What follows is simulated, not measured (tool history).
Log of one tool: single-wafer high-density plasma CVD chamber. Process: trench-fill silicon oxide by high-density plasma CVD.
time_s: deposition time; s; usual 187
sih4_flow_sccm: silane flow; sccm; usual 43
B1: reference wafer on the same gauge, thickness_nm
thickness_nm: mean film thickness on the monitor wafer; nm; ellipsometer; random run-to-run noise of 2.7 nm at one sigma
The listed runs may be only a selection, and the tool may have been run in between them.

{"run": 1, "hour": 0.0, "time_s": 187, "sih4_flow_sccm": 43, "B1": 725.122, "thickness_nm": 866.261}
{"run": 2, "hour": 46.8, "time_s": 187, "sih4_flow_sccm": 43, "B1": 725.469, "thickness_nm": 863.187}
{"run": 3, "hour": 99.1, "time_s": 187, "sih4_flow_sccm": 43, "B1": 724.66, "thickness_nm": 863.49}
{"run": 4, "hour": 123.5, "time_s": 187, "sih4_flow_sccm": 43, "B1": 725.611, "thickness_nm": 867.566}
{"run": 5, "hour": 152.0, "time_s": 187, "sih4_flow_sccm": 43, "B1": 724.467, "thickness_nm": 869.467}
{"run": 6, "hour": 184.1, "time_s": 187, "sih4_flow_sccm": 43, "B1": 724.897, "thickness_nm": 865.182}
{"run": 7, "hour": 254.7, "time_s": 165, "sih4_flow_sccm": 47, "B1": 723.584, "thickness_nm": 833.551}
{"run": 8, "hour": 295.1, "time_s": 212, "sih4_flow_sccm": 43, "B1": 726.203, "thickness_nm": 981.191}
{"run": 9, "hour": 354.1, "time_s": 212, "sih4_flow_sccm": 43, "B1": 724.797, "thickness_nm": 978.349}
{"hour": 393.0, "done": "gauge calibrated"}
{"run": 10, "hour": 421.3, "time_s": 212, "sih4_flow_sccm": 43, "B1": 725.226, "thickness_nm": 978.16}
{"run": 11, "hour": 464.0, "time_s": 187, "sih4_flow_sccm": 43, "B1": 724.616, "thickness_nm": 869.36}
{"run": 12, "hour": 531.0, "time_s": 187, "sih4_flow_sccm": 43, "B1": 724.662, "thickness_nm": 867.997}
{"run": 13, "hour": 590.4, "time_s": 187, "sih4_flow_sccm": 43, "B1": 723.904, "thickness_nm": 864.107}
{"run": 14, "hour": 657.0, "time_s": 214, "sih4_flow_sccm": 47, "B1": 724.917, "thickness_nm": 1075.58}
{"run": 15, "hour": 725.6, "time_s": 187, "sih4_flow_sccm": 49, "B1": 725.13, "thickness_nm": 991.989}
{"hour": 741.6, "done": "silane flow controller replaced"}
{"run": 16, "hour": 764.6, "time_s": 168, "sih4_flow_sccm": 46, "B1": 725.126, "thickness_nm": 795.953}
{"run": 17, "hour": 825.6, "time_s": 187, "sih4_flow_sccm": 43, "B1": 723.714, "thickness_nm": 828.982}
{"run": 18, "hour": 865.6, "time_s": 203, "sih4_flow_sccm": 35, "B1": 725.677, "thickness_nm": 731.239}
{"run": 19, "hour": 903.2, "time_s": 203, "sih4_flow_sccm": 49, "B1": 725.467, "thickness_nm": 1032.463}
{"run": 20, "hour": 959.0, "time_s": 212, "sih4_flow_sccm": 51, "B1": 724.051, "thickness_nm": 1117.217}
{"run": 21, "hour": 991.7, "time_s": 171, "sih4_flow_sccm": 40, "B1": 724.877, "thickness_nm": 713.897}
{"run": 22, "hour": 1060.3, "time_s": 187, "sih4_flow_sccm": 43, "B1": 725.996, "thickness_nm": 829.831}
{"run": 23, "hour": 1119.8, "time_s": 187, "sih4_flow_sccm": 43, "B1": 724.425, "thickness_nm": 835.446}
{"run": 24, "hour": 1146.8, "time_s": 203, "sih4_flow_sccm": 36, "B1": 725.369, "thickness_nm": 762.172}
{"run": 25, "hour": 1217.3, "time_s": 156, "sih4_flow_sccm": 43, "B1": 725.068, "thickness_nm": 702.821}
{"run": 26, "hour": 1242.8, "time_s": 219, "sih4_flow_sccm": 39, "B1": 725.739, "thickness_nm": 893.964}
{"run": 27, "hour": 1291.9, "time_s": 154, "sih4_flow_sccm": 43, "B1": 725.317, "thickness_nm": 687.875}

Results per run with the tool's hidden condition removed, run-to-run variation unchanged:
Hidden state at play: delivered silane flow above the setpoint (%); gauge reads high (%).
run=1 thickness_nm=825.985
run=2 thickness_nm=822.883
run=3 thickness_nm=822.988
run=4 thickness_nm=826.788
run=5 thickness_nm=828.502
run=6 thickness_nm=824.312
run=7 thickness_nm=793.957
run=8 thickness_nm=934.442
run=9 thickness_nm=931.535
run=10 thickness_nm=931.136
run=11 thickness_nm=827.447
run=12 thickness_nm=825.97
run=13 thickness_nm=822.116
run=14 thickness_nm=1023.108
run=15 thickness_nm=943.409
run=16 thickness_nm=795.228
run=17 thickness_nm=826.231
run=18 thickness_nm=727.699
run=19 thickness_nm=1026.029
run=20 thickness_nm=1108.025
run=21 thickness_nm=707.214
run=22 thickness_nm=820.161
run=23 thickness_nm=824.125
run=24 thickness_nm=751.207
run=25 thickness_nm=691.229
run=26 thickness_nm=878.561
run=27 thickness_nm=675.072
